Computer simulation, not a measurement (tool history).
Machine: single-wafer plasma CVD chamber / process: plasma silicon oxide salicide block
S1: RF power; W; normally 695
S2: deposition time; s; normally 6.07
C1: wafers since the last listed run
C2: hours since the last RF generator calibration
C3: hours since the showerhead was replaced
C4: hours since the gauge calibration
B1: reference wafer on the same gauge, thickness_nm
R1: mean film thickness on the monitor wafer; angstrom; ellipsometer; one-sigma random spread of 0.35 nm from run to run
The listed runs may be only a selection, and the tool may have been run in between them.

run 1 hour=0 | S1=695 S2=6.07 | C1=0 C2=2271.7 C3=5577.2 C4=142.1 | B1=75.715 | R1=625.76
run 2 hour=16 | S1=590 S2=6.07 | C1=486 C2=2287.7 C3=5593.2 C4=158.1 | B1=75.319 | R1=602.87
run 3 hour=30.3 | S1=590 S2=6.07 | C1=434 C2=2302 C3=5607.5 C4=172.4 | B1=75.397 | R1=604.21
run 4 hour=46.7 | S1=695 S2=6.07 | C1=498 C2=2318.4 C3=5623.9 C4=188.8 | B1=75.398 | R1=627.34
-- hour=57.1 gauge calibrated
run 5 hour=59.4 | S1=695 S2=6.07 | C1=386 C2=2331.1 C3=5636.6 C4=2.3 | B1=75.445 | R1=627.25
run 6 hour=66.2 | S1=695 S2=6.07 | C1=206 C2=2337.9 C3=5643.4 C4=9.1 | B1=75.595 | R1=627.57
run 7 hour=73.2 | S1=695 S2=6.07 | C1=212 C2=2344.9 C3=5650.4 C4=16.1 | B1=75.366 | R1=629.69
run 8 hour=86.5 | S1=695 S2=6.07 | C1=404 C2=2358.2 C3=5663.7 C4=29.4 | B1=75.574 | R1=628.01
run 9 hour=94.3 | S1=695 S2=6.07 | C1=237 C2=2366 C3=5671.5 C4=37.2 | B1=75.406 | R1=629.3
run 10 hour=102.5 | S1=695 S2=6.07 | C1=249 C2=2374.2 C3=5679.7 C4=45.4 | B1=75.564 | R1=632.15
run 11 hour=110.7 | S1=695 S2=6.07 | C1=249 C2=2382.4 C3=5687.9 C4=53.6 | B1=75.515 | R1=627.35
run 12 hour=128.2 | S1=695 S2=6.07 | C1=532 C2=2399.9 C3=5705.4 C4=71.1 | B1=75.402 | R1=625.18
run 13 hour=144.5 | S1=695 S2=6.07 | C1=495 C2=2416.2 C3=5721.7 C4=87.4 | B1=75.663 | R1=624.8
run 14 hour=158.7 | S1=695 S2=6.5 | C1=431 C2=2430.4 C3=5735.9 C4=101.6 | B1=75.359 | R1=670.62
-- hour=172.7 showerhead replaced
-- hour=203.1 RF generator calibrated
run 15 hour=211.8 | S1=695 S2=6.07 | C1=1128 C2=8.7 C3=39.1 C4=154.7 | B1=75.496 | R1=626.05
run 16 hour=223.5 | S1=695 S2=6.07 | C1=355 C2=20.4 C3=50.8 C4=166.4 | B1=75.608 | R1=627.47
run 17 hour=231.5 | S1=590 S2=6.46 | C1=243 C2=28.4 C3=58.8 C4=174.4 | B1=75.579 | R1=636.97
run 18 hour=239.8 | S1=695 S2=6.07 | C1=252 C2=36.7 C3=67.1 C4=182.7 | B1=75.588 | R1=633.84
run 19 hour=246.8 | S1=695 S2=6.07 | C1=212 C2=43.7 C3=74.1 C4=189.7 | B1=75.607 | R1=635.04
run 20 hour=253.3 | S1=825 S2=7.01 | C1=197 C2=50.2 C3=80.6 C4=196.2 | B1=75.633 | R1=762.97
run 21 hour=262.7 | S1=570 S2=6.07 | C1=285 C2=59.6 C3=90 C4=205.6 | B1=75.405 | R1=588.52
run 22 hour=273 | S1=695 S2=6.45 | C1=313 C2=69.9 C3=100.3 C4=215.9 | B1=75.547 | R1=662.04

Run 23 has not been measured yet. What should we expect?
run 23 hour=289.6 | S1=695 S2=5.26 | C1=504 C2=86.5 C3=116.9 C4=232.5 | B1=? | R1=?

B1: 75.531
R1: 543.05 angstrom
Minus the tool's unlogged condition, the same run would have read R1 543.05 angstrom.
